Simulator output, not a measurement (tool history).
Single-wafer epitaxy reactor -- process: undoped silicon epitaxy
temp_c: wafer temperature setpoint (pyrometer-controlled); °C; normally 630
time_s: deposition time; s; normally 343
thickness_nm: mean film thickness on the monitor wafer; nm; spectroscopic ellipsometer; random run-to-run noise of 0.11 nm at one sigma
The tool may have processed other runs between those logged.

| run | hour | temp_c | time_s | read-back reference wafer on the same gauge, thickness_nm | thickness_nm |
|---|---|---|---|---|---|
| 1 | 0.0 | 630 | 396 | 47.411 | 43.787 |
| 2 | 7.7 | 630 | 343 | 47.413 | 37.909 |
| 3 | 25.6 | 630 | 343 | 47.388 | 37.834 |
| 4 | 39.6 | 630 | 343 | 47.432 | 37.851 |
| 5 | 56.5 | 630 | 375 | 47.354 | 41.369 |
| 6 | 63.2 | 630 | 375 | 47.407 | 41.031 |
| 7 | 75.1 | 630 | 375 | 47.379 | 41.187 |
| 8 | 84.0 | 624 | 343 | 47.387 | 33.191 |
| 9 | 90.6 | 624 | 343 | 47.374 | 33.198 |
| 10 | 97.4 | 630 | 374 | 47.402 | 40.976 |
| 11 | 109.4 | 630 | 374 | 47.385 | 41.039 |
| 12 | 120.4 | 630 | 374 | 47.388 | 40.909 |
| 13 | 138.3 | 630 | 343 | 47.406 | 37.422 |
| 14 | 149.9 | 630 | 343 | 47.366 | 37.442 |
| 15 | 164.9 | 630 | 343 | 47.364 | 37.351 |
| 16 | 175.2 | 630 | 343 | 47.434 | 37.247 |
| 17 | 187.2 | 625 | 343 | 47.412 | 33.725 |
|  | 204.1 | gauge calibrated |
| 18 | 212.1 | 625 | 343 | 47.415 | 33.702 |
|  | 221.3 | pyrometer calibrated |
| 19 | 221.8 | 630 | 343 | 47.427 | 47.520 |
| 20 | 232.9 | 630 | 343 | 47.398 | 47.529 |
| 21 | 241.6 | 630 | 343 | 47.417 | 47.695 |
| 22 | 252.2 | 630 | 307 | 47.409 | 42.803 |
| 23 | 260.2 | 630 | 389 | 47.384 | 53.991 |
| 24 | 272.7 | 630 | 343 | 47.411 | 47.627 |
| 25 | 279.0 | 630 | 343 | 47.405 | 47.750 |
| 26 | 286.7 | 630 | 386 | 47.408 | 53.749 |
| 27 | 294.6 | 630 | 343 | 47.396 | 47.767 |
| 28 | 303.9 | 643 | 390 | 47.383 | 69.749 |
| 29 | 313.4 | 626 | 367 | 47.385 | 46.991 |
| 30 | 325.5 | 642 | 276 | 47.427 | 48.527 |
| 31 | 340.2 | 630 | 322 | 47.384 | 44.447 |
| 32 | 352.8 | 630 | 343 | 47.394 | 47.809 |
|  | 363.6 | pyrometer calibrated, repeated, since the last time left the tool worse |
| 33 | 370.2 | 625 | 308 | 47.384 | 33.187 |
| 34 | 379.6 | 623 | 343 | 47.398 | 35.399 |
| 35 | 392.1 | 630 | 343 | 47.408 | 40.781 |
| 36 | 403.7 | 617 | 343 | 47.380 | 31.115 |
| 37 | 428.6 | 620 | 324 | 47.439 | 31.521 |
| 38 | 443.0 | 616 | 343 | 47.369 | 30.660 |
| 39 | 449.6 | 617 | 390 | 47.405 | 35.579 |
| 40 | 461.9 | 639 | 324 | 47.390 | 46.341 |
| 41 | 477.7 | 630 | 305 | 47.428 | 36.351 |
| 42 | 494.8 | 630 | 307 | 47.403 | 36.402 |
| 43 | 501.6 | 630 | 288 | 47.402 | 34.397 |
| 44 | 535.4 | 617 | 314 | 47.410 | 28.635 |
| 45 | 543.8 | 622 | 343 | 47.414 | 34.695 |
| 46 | 578.3 | 637 | 343 | 47.390 | 47.134 |

Exercise: give the hidden state of the tool at every run:
gauge reads high (%): 0 across all the runs
H1: wafer temperature above the value expected at the setpoint (K)
| run | H1 |
|---|---|
| 1 | -3.5 |
| 2 | -3.53 |
| 3 | -3.59 |
| 4 | -3.65 |
| 5 | -3.71 |
| 6 | -3.73 |
| 7 | -3.78 |
| 8 | -3.81 |
| 9 | -3.84 |
| 10 | -3.87 |
| 11 | -3.91 |
| 12 | -3.95 |
| 13 | -4.02 |
| 14 | -4.07 |
| 15 | -4.13 |
| 16 | -4.17 |
| 17 | -4.22 |
| 18 | -4.32 |
| 19 | 7.8 |
| 20 | 7.8 |
| 21 | 7.8 |
| 22 | 7.8 |
| 23 | 7.8 |
| 24 | 7.8 |
| 25 | 7.8 |
| 26 | 7.8 |
| 27 | 7.8 |
| 28 | 7.79 |
| 29 | 7.79 |
| 30 | 7.79 |
| 31 | 7.79 |
| 32 | 7.79 |
| 33 | 0.221 |
| 34 | 0.221 |
| 35 | 0.22 |
| 36 | 0.22 |
| 37 | 0.217 |
| 38 | 0.216 |
| 39 | 0.215 |
| 40 | 0.213 |
| 41 | 0.21 |
| 42 | 0.206 |
| 43 | 0.205 |
| 44 | 0.196 |
| 45 | 0.194 |
| 46 | 0.182 |

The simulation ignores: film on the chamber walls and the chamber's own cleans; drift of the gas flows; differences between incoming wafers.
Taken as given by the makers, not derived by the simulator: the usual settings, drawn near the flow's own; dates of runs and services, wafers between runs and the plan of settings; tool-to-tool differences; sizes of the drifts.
